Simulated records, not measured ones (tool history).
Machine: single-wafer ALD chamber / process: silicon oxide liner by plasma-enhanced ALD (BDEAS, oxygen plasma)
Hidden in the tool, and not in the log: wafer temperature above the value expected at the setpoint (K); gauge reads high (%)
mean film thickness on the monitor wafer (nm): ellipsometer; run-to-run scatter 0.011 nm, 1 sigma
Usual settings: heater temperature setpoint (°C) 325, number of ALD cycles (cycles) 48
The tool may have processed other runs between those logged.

run	hour	heater temperature setpoint (°C)	number of ALD cycles (cycles)	wafers since the last listed run	hours since the last thermocouple change	hours since the gauge calibration	read-back reference wafer on the same gauge, thickness_nm	mean film thickness on the monitor wafer (nm)
1	0.0	325	48	0	1267.2	1267.2	5.043	4.555
2	107.6	325	48	534	1374.8	1374.8	5.038	4.576
# hour 175.2: thermocouple changed; heater temperature recalibrated
3	185.9	325	48	349	10.7	1453.1	5.036	4.586
4	281.6	325	48	475	106.4	1548.8	5.043	4.557
5	320.8	325	48	194	145.6	1588.0	5.040	4.583
6	403.6	329	54	411	228.4	1670.8	5.044	5.099
7	493.9	329	54	448	318.7	1761.1	5.039	5.112
8	591.2	337	48	483	416.0	1858.4	5.038	4.489
9	656.9	325	45	326	481.7	1924.1	5.046	4.281
10	699.8	325	45	213	524.6	1967.0	5.046	4.291
11	795.1	325	45	473	619.9	2062.3	5.036	4.287
12	868.5	325	40	364	693.3	2135.7	5.043	3.797
13	955.3	325	40	431	780.1	2222.5	5.041	3.815
14	1062.2	325	48	530	887.0	2329.4	5.042	4.551
15	1142.2	325	48	397	967.0	2409.4	5.042	4.568
16	1236.4	325	48	467	1061.2	2503.6	5.038	4.571
17	1318.5	325	48	407	1143.3	2585.7	5.039	4.591
18	1406.9	325	48	438	1231.7	2674.1	5.037	4.568
# hour 1430.5: gauge calibrated
19	1451.8	325	45	222	1276.6	21.3	5.041	4.287
20	1593.5	317	48	703	1418.3	163.0	5.034	4.615
21	1825.6	318	51	1152	1650.4	395.1	5.044	4.909
# hour 1857.5: thermocouple changed; heater temperature recalibrated
22	1861.7	325	48	139	4.2	431.2	5.038	4.580
23	1935.5	318	54	366	78.0	505.0	5.039	5.169
24	2039.3	325	48	515	181.8	608.8	5.040	4.565
25	2138.4	325	53	492	280.9	707.9	5.040	5.049
26	2216.9	316	48	389	359.4	786.4	5.039	4.606
27	2278.4	311	44	305	420.9	847.9	5.038	4.244
28	2377.0	325	48	489	519.5	946.5	5.039	4.557
29	2448.5	330	54	355	591.0	1018.0	5.041	5.103
30	2489.9	315	46	205	632.4	1059.4	5.040	4.439
31	2538.2	331	57	239	680.7	1107.7	5.035	5.394
32	2614.4	319	53	378	756.9	1183.9	5.035	5.090
33	2710.6	315	55	477	853.1	1280.1	5.042	5.308
34	2786.7	325	48	377	929.2	1356.2	5.044	4.567
35	2891.5	325	48	520	1034.0	1461.0	5.046	4.564
36	2982.4	339	54	451	1124.9	1551.9	5.037	5.052

The tool's hidden state at each run:
wafer temperature above the value expected at the setpoint (K): 0 across all the runs
gauge reads high (%): 0 across all the runs

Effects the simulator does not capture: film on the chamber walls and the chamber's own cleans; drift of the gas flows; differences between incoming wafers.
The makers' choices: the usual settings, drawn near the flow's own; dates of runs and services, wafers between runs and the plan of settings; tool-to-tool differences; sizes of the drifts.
